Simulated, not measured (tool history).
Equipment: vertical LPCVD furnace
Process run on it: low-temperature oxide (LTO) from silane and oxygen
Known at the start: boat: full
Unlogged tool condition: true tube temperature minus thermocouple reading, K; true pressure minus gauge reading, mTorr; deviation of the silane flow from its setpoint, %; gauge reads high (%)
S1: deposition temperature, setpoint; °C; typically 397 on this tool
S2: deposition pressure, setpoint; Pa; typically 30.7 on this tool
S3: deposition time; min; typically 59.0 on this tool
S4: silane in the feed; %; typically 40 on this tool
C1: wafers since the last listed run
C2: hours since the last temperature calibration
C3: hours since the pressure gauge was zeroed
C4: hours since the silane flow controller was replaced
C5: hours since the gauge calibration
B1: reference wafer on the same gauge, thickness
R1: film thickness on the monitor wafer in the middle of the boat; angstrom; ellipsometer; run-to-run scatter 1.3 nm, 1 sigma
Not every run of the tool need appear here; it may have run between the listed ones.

{"run": 1, "day": 0.0, "S1": 397, "S2": 30.7, "S3": 59.0, "S4": 40, "C1": 0, "C2": 3075.7, "C3": 4310.7, "C4": 6516.3, "C5": 146.1, "B1": 540.98, "R1": 5950.2}
{"run": 2, "day": 3.333, "S1": 397, "S2": 30.7, "S3": 59.0, "S4": 40, "C1": 528, "C2": 3155.7, "C3": 4390.7, "C4": 6596.3, "C5": 226.1, "B1": 541.06, "R1": 5956.9}
{"run": 3, "day": 5.175, "S1": 397, "S2": 32.7, "S3": 59.0, "S4": 40, "C1": 291, "C2": 3199.9, "C3": 4434.9, "C4": 6640.5, "C5": 270.3, "B1": 540.94, "R1": 6337.5}
{"run": 4, "day": 7.104, "S1": 397, "S2": 30.7, "S3": 73.0, "S4": 40, "C1": 305, "C2": 3246.2, "C3": 4481.2, "C4": 6686.8, "C5": 316.6, "B1": 540.9, "R1": 7345.1}
{"run": 5, "day": 8.758, "S1": 397, "S2": 30.7, "S3": 59.0, "S4": 40, "C1": 262, "C2": 3285.9, "C3": 4520.9, "C4": 6726.5, "C5": 356.3, "B1": 540.93, "R1": 5952.0}
{"run": 6, "day": 10.329, "S1": 397, "S2": 30.7, "S3": 59.0, "S4": 40, "C1": 249, "C2": 3323.6, "C3": 4558.6, "C4": 6764.2, "C5": 394.0, "B1": 541.06, "R1": 5951.7}
{"run": 7, "day": 13.967, "S1": 397, "S2": 30.7, "S3": 59.0, "S4": 40, "C1": 576, "C2": 3410.9, "C3": 4645.9, "C4": 6851.5, "C5": 481.3, "B1": 541.02, "R1": 5939.7}
{"day": 15.158, "done": "pressure gauge zeroed"}
{"run": 8, "day": 17.983, "S1": 405, "S2": 24.7, "S3": 67.5, "S4": 40, "C1": 478, "C2": 3507.3, "C3": 67.8, "C4": 6947.9, "C5": 577.7, "B1": 541.03, "R1": 6221.3}
{"day": 19.6, "done": "thermocouples replaced and temperature profile calibrated"}
{"run": 9, "day": 19.738, "S1": 386, "S2": 23.3, "S3": 44.5, "S4": 32, "C1": 119, "C2": 3.3, "C3": 109.9, "C4": 6990.0, "C5": 619.8, "B1": 540.73, "R1": 2330.9}
{"day": 20.883, "done": "silane flow controller replaced"}
{"day": 21.592, "done": "gauge calibrated"}
{"day": 23.725, "done": "pressure gauge zeroed, repeated, since the last time left the tool worse"}
{"run": 10, "day": 24.158, "S1": 393, "S2": 30.7, "S3": 67.0, "S4": 40, "C1": 383, "C2": 109.4, "C3": 10.4, "C4": 78.6, "C5": 61.6, "B1": 541.11, "R1": 6272.6}
{"run": 11, "day": 27.479, "S1": 401, "S2": 33.3, "S3": 59.0, "S4": 40, "C1": 526, "C2": 189.1, "C3": 90.1, "C4": 158.3, "C5": 141.3, "B1": 540.88, "R1": 6560.5}
{"run": 12, "day": 30.008, "S1": 397, "S2": 30.7, "S3": 59.0, "S4": 40, "C1": 400, "C2": 249.8, "C3": 150.8, "C4": 219.0, "C5": 202.0, "B1": 541.28, "R1": 5772.0}
{"run": 13, "day": 33.054, "S1": 405, "S2": 25.3, "S3": 72.0, "S4": 35, "C1": 482, "C2": 322.9, "C3": 223.9, "C4": 292.1, "C5": 275.1, "B1": 541.3, "R1": 5394.0}
{"run": 14, "day": 35.642, "S1": 397, "S2": 30.7, "S3": 37.5, "S4": 46, "C1": 410, "C2": 385.0, "C3": 286.0, "C4": 354.2, "C5": 337.2, "B1": 541.16, "R1": 4296.3}

Alternative continuations, all from the tool just after run 14; predict every row:
{"run": "A", "day": 35.879, "S1": 397, "S2": 30.7, "S3": 59.0, "S4": 40, "C1": 37, "C2": 390.7, "C3": 291.7, "C4": 359.9, "C5": 342.9, "B1": "?", "R1": "?"}
{"run": "B", "day": 35.879, "S1": 390, "S2": 37.3, "S3": 45.0, "S4": 32, "C1": 37, "C2": 390.7, "C3": 291.7, "C4": 359.9, "C5": 342.9, "B1": "?", "R1": "?"}
{"run": "C", "day": 35.879, "S1": 387, "S2": 24.7, "S3": 68.0, "S4": 43, "C1": 37, "C2": 390.7, "C3": 291.7, "C4": 359.9, "C5": 342.9, "B1": "?", "R1": "?"}

run=A B1=541.14 R1=5789.7
run=B B1=541.14 R1=3676.5
run=C B1=541.14 R1=5229.6
Without the tool's unlogged condition, the same runs would have read:
run=A R1=5746.3
run=B R1=3653.8
run=C R1=5181.0

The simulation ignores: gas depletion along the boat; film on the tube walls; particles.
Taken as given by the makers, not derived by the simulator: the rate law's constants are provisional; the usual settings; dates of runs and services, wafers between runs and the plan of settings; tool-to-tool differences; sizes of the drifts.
